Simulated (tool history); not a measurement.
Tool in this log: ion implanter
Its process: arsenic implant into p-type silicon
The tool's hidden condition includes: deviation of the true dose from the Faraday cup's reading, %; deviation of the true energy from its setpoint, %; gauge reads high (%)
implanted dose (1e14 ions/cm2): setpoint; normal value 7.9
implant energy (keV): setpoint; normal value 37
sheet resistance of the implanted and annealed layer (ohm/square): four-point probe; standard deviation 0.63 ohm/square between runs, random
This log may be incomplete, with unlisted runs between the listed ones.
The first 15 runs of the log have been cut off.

run	day	implanted dose (1e14 ions/cm2)	implant energy (keV)	wafers since the last listed run	hours since the last dose calibration	hours since the extraction supply was calibrated	hours since the gauge calibration	read-back reference wafer on the same gauge, sheet resistance	sheet resistance of the implanted and annealed layer (ohm/square)
16	40.338	7.9	47	4626	1809.3	431.3	1568.7	112.07	127.41
# day 41.925: Faraday cup replaced and dose calibrated
17	42.583	7.9	31.5	1449	15.8	485.2	1622.6	112.01	131.72
18	50.067	9.95	48	5671	195.4	664.8	1802.2	112.13	103.86
19	52.721	7.9	37	2011	259.1	728.5	1865.9	111.96	127.67
20	55.283	8.86	29.5	1942	320.6	790	1927.4	112.27	124.09
21	57.029	8.55	24.5	1323	362.5	831.9	1969.3	111.95	134.53
22	58.571	7.9	37	1168	399.5	868.9	2006.3	112.02	129.42
23	60.738	6.1	28	1642	451.5	920.9	2058.3	112.28	163.55
24	62.579	9.03	37	1395	495.7	965.1	2102.5	112.1	116.75
25	63.979	7.28	25	1061	529.3	998.7	2136.1	112	148.95
26	65.746	7.9	37	1339	571.7	1041.1	2178.5	112.04	129.57
# day 67.662: gauge calibrated
27	67.733	9.14	41	1506	619.4	1088.8	1.7	112.05	114.57
28	69.617	9.82	33.5	1427	664.6	1134	46.9	112.17	113.17
29	75.712	6.9	37	4620	810.9	1280.3	193.2	112.04	144
30	77.258	6.56	44	1171	848	1317.4	230.3	112.07	145.78
31	78.6	5.98	37	1016	880.2	1349.6	262.5	111.99	161.65
32	80.412	8.64	31.5	1373	923.7	1393.1	306	112.03	126.59
33	82.388	7.17	28.5	1496	971.1	1440.5	353.4	112.12	147.08
34	84.008	7.9	37	1228	1010	1479.4	392.3	112.22	129.84
35	86.488	7.9	37	1879	1069.5	1538.9	451.8	111.96	130.41
36	88.267	7.9	37	1348	1112.2	1581.6	494.5	111.93	130.63
37	90.192	7.9	37	1459	1158.4	1627.8	540.7	111.93	131.33
38	92.825	8.55	47.5	1995	1221.6	1691	603.9	112.11	118.13

Branching from run 38: 3 alternative next runs. What would each branch give?
A	92.842	7.9	37	12	1222	1691.4	604.3	?	?
B	92.842	5.87	31	12	1222	1691.4	604.3	?	?
C	92.842	9.54	31.5	12	1222	1691.4	604.3	?	?

run	read-back reference wafer on the same gauge, sheet resistance	sheet resistance of the implanted and annealed layer (ohm/square)
A	112.07	130.21
B	112.07	168.01
C	112.07	118.21
What these runs would have given with no unlogged condition in the tool:
run	sheet resistance of the implanted and annealed layer (ohm/square)
A	127.01
B	163.81
C	115.69

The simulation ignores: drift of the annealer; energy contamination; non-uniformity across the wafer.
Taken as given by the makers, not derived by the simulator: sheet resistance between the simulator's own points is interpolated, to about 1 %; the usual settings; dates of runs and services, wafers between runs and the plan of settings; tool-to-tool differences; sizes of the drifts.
